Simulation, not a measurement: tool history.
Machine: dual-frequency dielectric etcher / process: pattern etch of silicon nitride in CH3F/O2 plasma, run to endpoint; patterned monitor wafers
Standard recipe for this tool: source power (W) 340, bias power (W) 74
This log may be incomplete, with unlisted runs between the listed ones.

| run | day | source power (W) | bias power (W) | incoming incoming film thickness, nm | endpoint time (s) |
|---|---|---|---|---|---|
| 1 | 0 | 340 | 74 | 66 | 79.5 |
| 2 | 2.954 | 340 | 80 | 65.7 | 76 |
| 3 | 5.275 | 340 | 68 | 65.4 | 81.5 |
| 4 | 13.079 | 340 | 68 | 66.1 | 82 |
| 5 | 14.542 | 340 | 68 | 65.7 | 81.2 |
|  | 17.617 | wet clean of the chamber |
| 6 | 17.638 | 340 | 70 | 66.4 | 83.3 |
| 7 | 19.333 | 340 | 74 | 65.8 | 80.8 |
| 8 | 20.621 | 320 | 74 | 66.4 | 82.9 |
|  | 23.708 | upper electrode replaced |
| 9 | 23.729 | 320 | 74 | 66 | 83 |
| 10 | 25.021 | 340 | 74 | 65.8 | 80.4 |
| 11 | 26.188 | 340 | 74 | 66.1 | 80.4 |
| 12 | 27.321 | 340 | 74 | 65.4 | 79.4 |
| 13 | 29.662 | 340 | 74 | 66.4 | 80.5 |
| 14 | 32.358 | 340 | 74 | 66.4 | 80.1 |
|  | 33.983 | bias power generator calibrated |
| 15 | 34.475 | 390 | 66 | 66.2 | 79.8 |
| 16 | 35.483 | 390 | 66 | 66 | 79.7 |
| 17 | 37.433 | 340 | 74 | 66.3 | 80.2 |
| 18 | 39.658 | 340 | 74 | 65.6 | 79.1 |
|  | 41.742 | wet clean of the chamber |
| 19 | 41.871 | 340 | 74 | 64.9 | 80.5 |
| 20 | 44.033 | 310 | 66 | 66.6 | 90.1 |
|  | 44.842 | source power generator calibrated |
| 21 | 46.388 | 340 | 74 | 66.5 | 79.4 |
| 22 | 48.338 | 300 | 59 | 66.1 | 92.5 |
| 23 | 50.442 | 310 | 64 | 66.2 | 87.7 |
| 24 | 53.358 | 260 | 92 | 65.8 | 78.8 |
| 25 | 55.312 | 300 | 66 | 66.1 | 87.3 |
| 26 | 57.338 | 380 | 66 | 66.4 | 79.1 |
| 27 | 59.775 | 340 | 74 | 66.4 | 78.2 |
| 28 | 61.958 | 370 | 83 | 65.5 | 70.2 |
| 29 | 64.375 | 340 | 59 | 66.2 | 86.4 |
| 30 | 66.029 | 340 | 74 | 65.7 | 76.8 |
|  | 67.142 | wet clean of the chamber |
| 31 | 68.546 | 340 | 74 | 66.5 | 79.8 |
| 32 | 71.492 | 340 | 74 | 66.1 | 79.3 |
| 33 | 73.267 | 340 | 69 | 66.1 | 81.2 |
| 34 | 79.867 | 340 | 85 | 66 | 73.3 |
| 35 | 82.808 | 380 | 74 | 65.9 | 74.5 |
| 36 | 85.579 | 340 | 74 | 65.7 | 77.7 |

Results per run with the tool's hidden condition removed, run-to-run variation unchanged:
The tool's hidden condition here consists of: etch rate over this chamber's usual, %; source power that arrives over what is set, %; bias power that arrives over what is set, %.
| run | endpoint time (s) |
|---|---|
| 1 | 79.8 |
| 2 | 76.5 |
| 3 | 82.2 |
| 4 | 83.3 |
| 5 | 82.7 |
| 6 | 82 |
| 7 | 79.7 |
| 8 | 81.8 |
| 9 | 82.2 |
| 10 | 79.7 |
| 11 | 79.7 |
| 12 | 78.9 |
| 13 | 80.1 |
| 14 | 79.9 |
| 15 | 79.7 |
| 16 | 79.7 |
| 17 | 80.3 |
| 18 | 79.4 |
| 19 | 78.6 |
| 20 | 88.1 |
| 21 | 80.1 |
| 22 | 93.5 |
| 23 | 88.9 |
| 24 | 80.2 |
| 25 | 89 |
| 26 | 80.8 |
| 27 | 80.2 |
| 28 | 72.2 |
| 29 | 89.1 |
| 30 | 79.3 |
| 31 | 80.1 |
| 32 | 79.9 |
| 33 | 82 |
| 34 | 74.6 |
| 35 | 76 |
| 36 | 79.6 |
